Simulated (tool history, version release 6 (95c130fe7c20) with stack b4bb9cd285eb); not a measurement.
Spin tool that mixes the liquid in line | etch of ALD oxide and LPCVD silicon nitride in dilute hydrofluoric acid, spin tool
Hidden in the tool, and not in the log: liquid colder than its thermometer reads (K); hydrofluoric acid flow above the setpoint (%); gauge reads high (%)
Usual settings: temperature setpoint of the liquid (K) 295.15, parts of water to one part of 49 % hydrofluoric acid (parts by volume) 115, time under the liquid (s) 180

run	hour	temperature setpoint of the liquid (K)	parts of water to one part of 49 % hydrofluoric acid (parts by volume)	time under the liquid (s)	wafers since the last listed run	hours since the thermometer was replaced	hours since the hydrofluoric acid flow meter was replaced	hours since the gauge calibration	read-back film thickness of the ALD oxide reference wafer, read on the same gauge (nm)	read-back film thickness of the LPCVD silicon nitride reference wafer, read on the same gauge (nm)	thickness taken off the ALD oxide on a monitor wafer (nm)	thickness taken off the LPCVD silicon nitride on a monitor wafer (nm)
1	0.0	295.15	115	180	0	2076.5	733.1	303.0	89.98	120.016	22.95	0.647
2	25.0	295.15	115	180	221	2101.5	758.1	328.0	90.02	120.020	23.00	0.619
3	55.0	295.15	115	180	266	2131.5	788.1	358.0	90.00	119.996	22.96	0.639
# hour 92.3: hydrofluoric acid flow meter replaced
4	126.4	295.15	115	180	624	2202.9	34.1	429.4	89.96	120.017	22.35	0.667
5	180.7	295.15	115	180	481	2257.2	88.4	483.7	90.04	119.994	22.17	0.637
6	252.5	292.15	115	180	637	2329.0	160.2	555.5	90.00	120.021	19.69	0.539
7	319.9	292.15	115	180	598	2396.4	227.6	622.9	89.99	120.010	19.68	0.513
8	356.9	296.65	60	180	328	2433.4	264.6	659.9	90.00	119.962	48.30	1.238
9	402.5	295.15	130	180	404	2479.0	310.2	705.5	90.02	120.010	19.47	0.630
10	429.0	295.15	115	180	235	2505.5	336.7	732.0	90.00	120.015	22.42	0.636
11	507.2	299.15	115	180	694	2583.7	414.9	810.2	90.03	119.997	26.30	0.927
12	560.0	299.65	150	120	468	2636.5	467.7	863.0	89.97	119.987	13.13	0.415
13	628.6	295.15	115	180	608	2705.1	536.3	931.6	89.99	120.021	22.58	0.619
# hour 642.5: thermometer replaced
14	670.6	295.15	115	180	363	28.1	578.3	973.6	90.00	119.976	24.04	0.702
15	723.6	295.15	115	130	470	81.1	631.3	1026.6	89.98	120.027	17.36	0.498
16	761.9	295.15	115	140	339	119.4	669.6	1064.9	89.99	119.997	18.69	0.547
17	811.6	298.65	145	220	441	169.1	719.3	1114.6	90.01	120.020	25.82	0.880
18	867.1	297.65	70	75	492	224.6	774.8	1170.1	90.00	119.982	19.31	0.586
# hour 885.0: gauge calibrated
# hour 910.5: hydrofluoric acid flow meter replaced
19	928.2	295.15	115	110	533	285.7	17.7	43.2	89.98	119.994	14.35	0.429
20	955.6	297.15	80	230	243	313.1	45.1	70.6	89.98	120.000	48.68	1.499
21	991.3	297.65	115	270	316	348.8	80.8	106.3	90.06	119.978	38.88	1.363
22	1044.3	297.15	115	180	470	401.8	133.8	159.3	90.02	120.023	25.18	0.777
23	1090.0	295.15	65	140	405	447.5	179.5	205.0	90.04	119.990	34.47	0.967
24	1132.9	295.15	115	135	380	490.4	222.4	247.9	90.00	120.030	17.49	0.524
25	1189.4	295.15	145	280	501	546.9	278.9	304.4	90.01	119.997	27.98	0.885
26	1251.0	297.65	115	100	546	608.5	340.5	366.0	89.99	119.983	14.42	0.492
27	1289.4	298.65	100	140	340	646.9	378.9	404.4	90.06	120.017	24.66	0.706

3 ways to go on from here, each from the tool as it stands after run 27. What would each give?
A	1289.9	295.15	115	180	4	647.4	379.4	404.9	?	?	?	?
B	1289.9	293.65	115	180	4	647.4	379.4	404.9	?	?	?	?
C	1289.9	292.15	100	210	4	647.4	379.4	404.9	?	?	?	?

run	read-back film thickness of the ALD oxide reference wafer, read on the same gauge (nm)	read-back film thickness of the LPCVD silicon nitride reference wafer, read on the same gauge (nm)	thickness taken off the ALD oxide on a monitor wafer (nm)	thickness taken off the LPCVD silicon nitride on a monitor wafer (nm)
A	89.99	119.984	23.44	0.686
B	89.99	119.984	22.06	0.620
C	89.99	119.984	28.27	0.748
Without the tool's hidden state the same runs would have given:
run	thickness taken off the ALD oxide on a monitor wafer (nm)	thickness taken off the LPCVD silicon nitride on a monitor wafer (nm)
A	23.53	0.700
B	22.16	0.633
C	28.42	0.765
